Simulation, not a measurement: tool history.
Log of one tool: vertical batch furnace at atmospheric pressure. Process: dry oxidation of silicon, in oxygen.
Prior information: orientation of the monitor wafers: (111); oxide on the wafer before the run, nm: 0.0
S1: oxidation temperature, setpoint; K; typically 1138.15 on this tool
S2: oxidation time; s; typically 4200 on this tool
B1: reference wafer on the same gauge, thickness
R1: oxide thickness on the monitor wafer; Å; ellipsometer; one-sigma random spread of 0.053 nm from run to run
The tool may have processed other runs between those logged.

| run | day | S1 | S2 | B1 | R1 |
|---|---|---|---|---|---|
| 1 | 0.000 | 1138.15 | 4200 | 19.30 | 199.5 |
| 2 | 1.321 | 1138.15 | 4200 | 19.30 | 199.8 |
| 3 | 1.929 | 1138.15 | 4920 | 19.29 | 224.0 |
| 4 | 3.296 | 1138.15 | 4920 | 19.30 | 223.7 |
| 5 | 4.654 | 1146.15 | 3150 | 19.30 | 178.2 |
| 6 | 5.454 | 1138.15 | 4200 | 19.30 | 200.5 |
| 7 | 6.383 | 1138.15 | 4200 | 19.30 | 200.4 |
| 8 | 7.425 | 1138.15 | 4200 | 19.30 | 199.3 |
| 9 | 8.671 | 1138.15 | 4200 | 19.30 | 199.4 |
| 10 | 9.379 | 1138.15 | 4200 | 19.30 | 199.0 |
| 11 | 10.629 | 1138.15 | 4200 | 19.29 | 199.5 |
|  | 13.062 | thermocouples replaced and temperature profile calibrated |
|  | 13.954 | boat lift adjusted |
| 12 | 13.975 | 1151.15 | 4200 | 19.30 | 239.3 |
| 13 | 14.162 | 1151.15 | 4200 | 19.30 | 238.8 |
| 14 | 14.350 | 1155.15 | 4200 | 19.30 | 248.3 |
| 15 | 14.533 | 1155.15 | 4200 | 19.29 | 249.2 |
|  | 15.638 | gauge calibrated |
| 16 | 18.233 | 1138.15 | 4200 | 19.30 | 206.4 |
| 17 | 19.208 | 1138.15 | 4200 | 19.31 | 206.3 |
| 18 | 20.254 | 1138.15 | 4200 | 19.29 | 206.3 |
| 19 | 21.062 | 1152.15 | 4200 | 19.31 | 240.8 |
| 20 | 21.908 | 1151.15 | 4200 | 19.30 | 236.6 |
| 21 | 22.579 | 1138.15 | 3450 | 19.30 | 179.3 |
| 22 | 23.154 | 1138.15 | 4200 | 19.30 | 206.1 |
| 23 | 24.454 | 1138.15 | 4770 | 19.31 | 224.7 |
| 24 | 25.675 | 1161.15 | 4200 | 19.29 | 264.1 |
| 25 | 26.346 | 1114.15 | 5520 | 19.30 | 190.6 |
| 26 | 27.362 | 1161.15 | 4200 | 19.29 | 263.3 |
| 27 | 28.692 | 1138.15 | 4200 | 19.30 | 205.1 |
| 28 | 29.333 | 1151.15 | 5250 | 19.30 | 275.9 |
| 29 | 30.567 | 1158.15 | 5040 | 19.30 | 289.0 |
| 30 | 31.500 | 1138.15 | 2730 | 19.30 | 150.8 |
| 31 | 32.454 | 1114.15 | 3210 | 19.30 | 127.7 |
| 32 | 33.029 | 1159.15 | 3450 | 19.30 | 223.4 |
| 33 | 34.162 | 1138.15 | 3480 | 19.30 | 179.3 |
| 34 | 35.850 | 1117.15 | 5070 | 19.29 | 184.0 |
| 35 | 36.354 | 1126.15 | 6150 | 19.30 | 233.9 |
| 36 | 37.462 | 1138.15 | 3480 | 19.30 | 178.7 |
| 37 | 38.900 | 1138.15 | 4200 | 19.30 | 203.7 |
| 38 | 40.167 | 1119.15 | 4200 | 19.29 | 163.9 |
| 39 | 41.175 | 1125.15 | 2160 | 19.30 | 108.6 |
| 40 | 42.550 | 1119.15 | 5190 | 19.30 | 190.7 |

Some steps in R1, run to run, broken into two amounts with sign: the step expected even without the hidden condition (settings, incoming material, random variation), and the rest, left for the hidden condition together with whatever gauge scatter is not in both the measured and the hidden-condition-free result:
What the log doesn't record here: true tube temperature minus thermocouple reading, K; monitor wafer colder than the profiled boat position, K; gauge reads high (%).
Run 11 -> 12: S1 1138.15 -> 1151.15, thermocouples replaced and temperature profile calibrated, boat lift adjusted. R1 +39.8 Å: hidden state +7.4, all else +32.4.
Run 29 -> 30: S1 1158.15 -> 1138.15, S2 5040 -> 2730. R1 -138.2 Å: hidden state +1.6, all else -139.8.
Run 31 -> 32: S1 1114.15 -> 1159.15, S2 3210 -> 3450. R1 +95.7 Å: hidden state -1.2, all else +96.9.
Run 39 -> 40: S1 1125.15 -> 1119.15, S2 2160 -> 5190. R1 +82.1 Å: hidden state -1.8, all else +83.9.
